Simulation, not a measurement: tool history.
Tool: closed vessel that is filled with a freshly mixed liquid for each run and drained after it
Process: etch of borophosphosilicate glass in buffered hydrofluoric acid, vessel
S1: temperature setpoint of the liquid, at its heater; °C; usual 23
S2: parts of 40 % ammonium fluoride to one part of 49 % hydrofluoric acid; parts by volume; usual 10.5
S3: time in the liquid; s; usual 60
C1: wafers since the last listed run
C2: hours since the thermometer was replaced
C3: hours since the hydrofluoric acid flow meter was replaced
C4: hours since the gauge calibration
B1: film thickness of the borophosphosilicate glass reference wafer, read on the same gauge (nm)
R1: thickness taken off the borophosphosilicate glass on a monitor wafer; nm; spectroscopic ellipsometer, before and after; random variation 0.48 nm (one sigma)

| run | hour | S1 | S2 | S3 | C1 | C2 | C3 | C4 | B1 | R1 |
|---|---|---|---|---|---|---|---|---|---|---|
| 1 | 0 | 23 | 10.5 | 60 | 0 | 2184.4 | 1293.7 | 483.4 | 40.01 | 75.05 |
|  | 27.9 | gauge calibrated |
| 2 | 35.9 | 23 | 10.5 | 60 | 2400 | 2220.3 | 1329.6 | 8 | 39.99 | 74.89 |
| 3 | 63.1 | 23 | 10.5 | 60 | 1818 | 2247.5 | 1356.8 | 35.2 | 39.97 | 75.69 |
| 4 | 91.1 | 23 | 10.5 | 45 | 1871 | 2275.5 | 1384.8 | 63.2 | 40 | 55.8 |
| 5 | 122 | 23 | 10.5 | 45 | 2065 | 2306.4 | 1415.7 | 94.1 | 40.02 | 56.63 |
| 6 | 151.9 | 23 | 10.5 | 45 | 1998 | 2336.3 | 1445.6 | 124 | 40.02 | 56.59 |
| 7 | 173.6 | 26.5 | 10.5 | 60 | 1450 | 2358 | 1467.3 | 145.7 | 40 | 90.16 |
| 8 | 185.7 | 23 | 12 | 60 | 808 | 2370.1 | 1479.4 | 157.8 | 39.99 | 65.96 |
| 9 | 260.5 | 23 | 10.5 | 60 | 5000 | 2444.9 | 1554.2 | 232.6 | 40 | 75.53 |
| 10 | 282.1 | 23 | 10.5 | 60 | 1444 | 2466.5 | 1575.8 | 254.2 | 40.02 | 75.77 |
| 11 | 301.6 | 23 | 10.5 | 60 | 1303 | 2486 | 1595.3 | 273.7 | 39.99 | 75.53 |
| 12 | 333.9 | 23 | 10.5 | 60 | 2159 | 2518.3 | 1627.6 | 306 | 40.01 | 75.33 |
| 13 | 380.1 | 23 | 10.5 | 60 | 3088 | 2564.5 | 1673.8 | 352.2 | 39.96 | 75.57 |
| 14 | 407.2 | 25 | 10.5 | 60 | 1811 | 2591.6 | 1700.9 | 379.3 | 39.99 | 84.99 |
| 15 | 427.7 | 23 | 10.5 | 60 | 1370 | 2612.1 | 1721.4 | 399.8 | 40.02 | 75.35 |
| 16 | 447.5 | 25.5 | 10.5 | 60 | 1323 | 2631.9 | 1741.2 | 419.6 | 40 | 85.45 |
|  | 461.7 | thermometer replaced |
| 17 | 470.6 | 19 | 8 | 90 | 1477 | 8.9 | 1764.3 | 442.7 | 39.98 | 103.76 |
| 18 | 492.5 | 23 | 10.5 | 60 | 1464 | 30.8 | 1786.2 | 464.6 | 39.99 | 67.18 |
| 19 | 521 | 23 | 10.5 | 45 | 1905 | 59.3 | 1814.7 | 493.1 | 39.99 | 51.42 |
|  | 527.9 | hydrofluoric acid flow meter replaced |
| 20 | 545.3 | 19.5 | 13 | 30 | 1557 | 83.6 | 17.4 | 517.4 | 40.04 | 24.23 |
| 21 | 576.4 | 27.5 | 7 | 70 | 2079 | 114.7 | 48.5 | 548.5 | 39.99 | 162.26 |
|  | 587.1 | gauge calibrated |
| 22 | 609.9 | 26 | 10.5 | 90 | 2239 | 148.2 | 82 | 22.8 | 40.01 | 130.71 |
| 23 | 639.4 | 21 | 13 | 40 | 1972 | 177.7 | 111.5 | 52.3 | 39.99 | 35.33 |
| 24 | 662.3 | 18.5 | 10.5 | 75 | 1530 | 200.6 | 134.4 | 75.2 | 40 | 71.42 |
| 25 | 679 | 23 | 9.5 | 75 | 1116 | 217.3 | 151.1 | 91.9 | 39.98 | 100.18 |
| 26 | 709.4 | 25.5 | 10.5 | 30 | 2032 | 247.7 | 181.5 | 122.3 | 40.02 | 41.74 |
| 27 | 729.3 | 23 | 13.5 | 60 | 1330 | 267.6 | 201.4 | 142.2 | 40.01 | 57.6 |
| 28 | 746.1 | 19 | 12.5 | 85 | 1123 | 284.4 | 218.2 | 159 | 40 | 70.91 |
| 29 | 763.5 | 20.5 | 9 | 90 | 1163 | 301.8 | 235.6 | 176.4 | 39.97 | 109.22 |
| 30 | 797.6 | 26.5 | 10.5 | 35 | 2279 | 335.9 | 269.7 | 210.5 | 39.98 | 52.07 |
| 31 | 816.2 | 26.5 | 10.5 | 60 | 1243 | 354.5 | 288.3 | 229.1 | 40.01 | 89.9 |

The tool's hidden state at each run:
gauge reads high (%): 0 in every run
H1: liquid hotter than its thermometer reads (K)
H2: hydrofluoric acid flow below the setpoint (%)
| run | H1 | H2 |
|---|---|---|
| 1 | 1.92 | 5.6 |
| 2 | 1.95 | 5.75 |
| 3 | 1.98 | 5.86 |
| 4 | 2 | 5.97 |
| 5 | 2.03 | 6.09 |
| 6 | 2.05 | 6.21 |
| 7 | 2.07 | 6.3 |
| 8 | 2.08 | 6.35 |
| 9 | 2.15 | 6.65 |
| 10 | 2.17 | 6.73 |
| 11 | 2.18 | 6.81 |
| 12 | 2.21 | 6.94 |
| 13 | 2.25 | 7.13 |
| 14 | 2.27 | 7.24 |
| 15 | 2.29 | 7.32 |
| 16 | 2.31 | 7.4 |
| 17 | 0.372 | 7.49 |
| 18 | 0.391 | 7.58 |
| 19 | 0.416 | 7.69 |
| 20 | 0.437 | 0.0912 |
| 21 | 0.464 | 0.216 |
| 22 | 0.492 | 0.35 |
| 23 | 0.518 | 0.468 |
| 24 | 0.538 | 0.56 |
| 25 | 0.552 | 0.627 |
| 26 | 0.578 | 0.748 |
| 27 | 0.595 | 0.828 |
| 28 | 0.61 | 0.895 |
| 29 | 0.625 | 0.965 |
| 30 | 0.654 | 1.1 |
| 31 | 0.67 | 1.18 |

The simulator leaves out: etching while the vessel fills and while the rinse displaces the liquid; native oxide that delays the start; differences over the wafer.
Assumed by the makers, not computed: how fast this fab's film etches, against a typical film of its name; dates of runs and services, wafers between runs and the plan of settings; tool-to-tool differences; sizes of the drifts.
